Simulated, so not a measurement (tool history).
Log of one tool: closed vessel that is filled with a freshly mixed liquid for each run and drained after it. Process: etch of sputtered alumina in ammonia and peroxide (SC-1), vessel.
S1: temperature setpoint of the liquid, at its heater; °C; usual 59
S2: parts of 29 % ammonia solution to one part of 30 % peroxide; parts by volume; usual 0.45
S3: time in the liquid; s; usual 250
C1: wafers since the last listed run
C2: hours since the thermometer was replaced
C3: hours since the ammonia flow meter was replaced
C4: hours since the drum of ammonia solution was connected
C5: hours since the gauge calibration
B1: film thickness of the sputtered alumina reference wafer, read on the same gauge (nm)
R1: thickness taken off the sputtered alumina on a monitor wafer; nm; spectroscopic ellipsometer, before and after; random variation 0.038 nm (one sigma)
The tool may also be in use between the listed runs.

run 1 day=0 | S1=59 S2=0.45 S3=330 | C1=0 C2=1408.4 C3=1954.9 C4=752.7 C5=536.9 | B1=29.5 | R1=14.55
-- day=1.321 thermometer replaced
run 2 day=1.404 | S1=59 S2=0.45 S3=330 | C1=1996 C2=2 C3=1988.6 C4=786.4 C5=570.6 | B1=29.51 | R1=14.48
run 3 day=2.262 | S1=59 S2=0.45 S3=250 | C1=1257 C2=22.6 C3=2009.2 C4=807 C5=591.2 | B1=29.46 | R1=11.01
run 4 day=3.017 | S1=59 S2=0.45 S3=250 | C1=1105 C2=40.7 C3=2027.3 C4=825.1 C5=609.3 | B1=29.47 | R1=10.93
run 5 day=3.638 | S1=59 S2=0.45 S3=250 | C1=909 C2=55.6 C3=2042.2 C4=840 C5=624.2 | B1=29.41 | R1=10.96
-- day=3.929 ammonia flow meter replaced
run 6 day=4.183 | S1=54 S2=0.45 S3=250 | C1=738 C2=68.7 C3=6.1 C4=853.1 C5=637.3 | B1=29.45 | R1=8.45
run 7 day=4.721 | S1=59 S2=0.45 S3=210 | C1=787 C2=81.6 C3=19 C4=866 C5=650.2 | B1=29.42 | R1=9.2
-- day=5.008 gauge calibrated
run 8 day=5.75 | S1=59 S2=0.45 S3=250 | C1=1508 C2=106.3 C3=43.7 C4=890.7 C5=17.8 | B1=29.96 | R1=11.15
run 9 day=6.717 | S1=65.5 S2=0.35 S3=295 | C1=1416 C2=129.5 C3=66.9 C4=913.9 C5=41 | B1=29.92 | R1=17.89
-- day=7.162 new drum of ammonia solution connected
run 10 day=7.654 | S1=54 S2=0.45 S3=250 | C1=1312 C2=152 C3=89.4 C4=11.8 C5=63.5 | B1=29.92 | R1=8.61
run 11 day=9.075 | S1=59 S2=0.45 S3=330 | C1=2082 C2=186.1 C3=123.5 C4=45.9 C5=97.6 | B1=29.9 | R1=14.63
run 12 day=10.4 | S1=59 S2=0.45 S3=250 | C1=1941 C2=217.9 C3=155.3 C4=77.7 C5=129.4 | B1=29.87 | R1=11.13
run 13 day=11.225 | S1=59 S2=0.45 S3=175 | C1=1209 C2=237.7 C3=175.1 C4=97.5 C5=149.2 | B1=29.83 | R1=7.83
run 14 day=12.071 | S1=49 S2=0.55 S3=370 | C1=1239 C2=258 C3=195.4 C4=117.8 C5=169.5 | B1=29.82 | R1=9.84
run 15 day=13.025 | S1=56.5 S2=0.4 S3=195 | C1=1398 C2=280.9 C3=218.3 C4=140.7 C5=192.4 | B1=29.81 | R1=7.53
run 16 day=14.408 | S1=59 S2=0.45 S3=250 | C1=2027 C2=314.1 C3=251.5 C4=173.9 C5=225.6 | B1=29.77 | R1=11.16
run 17 day=15.538 | S1=59 S2=0.45 S3=300 | C1=1654 C2=341.2 C3=278.6 C4=201 C5=252.7 | B1=29.75 | R1=13.2
run 18 day=16.5 | S1=54 S2=0.45 S3=250 | C1=1410 C2=364.3 C3=301.7 C4=224.1 C5=275.8 | B1=29.75 | R1=8.51
run 19 day=17.5 | S1=55 S2=0.55 S3=170 | C1=1465 C2=388.3 C3=325.7 C4=248.1 C5=299.8 | B1=29.71 | R1=6.23
run 20 day=18.329 | S1=65 S2=0.35 S3=340 | C1=1215 C2=408.2 C3=345.6 C4=268 C5=319.7 | B1=29.7 | R1=19.82
run 21 day=19.146 | S1=52.5 S2=0.45 S3=250 | C1=1196 C2=427.8 C3=365.2 C4=287.6 C5=339.3 | B1=29.63 | R1=7.85
run 22 day=20.058 | S1=59 S2=0.45 S3=250 | C1=1337 C2=449.7 C3=387.1 C4=309.5 C5=361.2 | B1=29.69 | R1=10.98
run 23 day=21.212 | S1=59 S2=0.5 S3=250 | C1=1691 C2=477.4 C3=414.8 C4=337.2 C5=388.9 | B1=29.63 | R1=11.17
run 24 day=21.871 | S1=59 S2=0.3 S3=250 | C1=964 C2=493.2 C3=430.6 C4=353 C5=404.7 | B1=29.62 | R1=10.66
run 25 day=22.662 | S1=53 S2=0.65 S3=380 | C1=1160 C2=512.2 C3=449.6 C4=372 C5=423.7 | B1=29.62 | R1=12.59
run 26 day=23.808 | S1=51.5 S2=0.45 S3=135 | C1=1679 C2=539.7 C3=477.1 C4=399.5 C5=451.2 | B1=29.55 | R1=3.99
run 27 day=25.204 | S1=59 S2=0.45 S3=250 | C1=2045 C2=573.2 C3=510.6 C4=433 C5=484.7 | B1=29.55 | R1=11.09
run 28 day=26.271 | S1=49.5 S2=0.45 S3=320 | C1=1563 C2=598.8 C3=536.2 C4=458.6 C5=510.3 | B1=29.53 | R1=8.46

What the log doesn't show, run by run:
liquid hotter than its thermometer reads (K): 0 in every run
ammonia flow below the setpoint (%): 0 in every run
ammonia solution weaker than its label (%): 0 in every run
H1: gauge reads high (%)
run=1 H1=-1.57
run=2 H1=-1.67
run=3 H1=-1.73
run=4 H1=-1.78
run=5 H1=-1.82
run=6 H1=-1.86
run=7 H1=-1.9
run=8 H1=-0.136
run=9 H1=-0.203
run=10 H1=-0.269
run=11 H1=-0.367
run=12 H1=-0.459
run=13 H1=-0.517
run=14 H1=-0.575
run=15 H1=-0.642
run=16 H1=-0.738
run=17 H1=-0.816
run=18 H1=-0.883
run=19 H1=-0.953
run=20 H1=-1.01
run=21 H1=-1.07
run=22 H1=-1.13
run=23 H1=-1.21
run=24 H1=-1.26
run=25 H1=-1.31
run=26 H1=-1.39
run=27 H1=-1.49
run=28 H1=-1.56
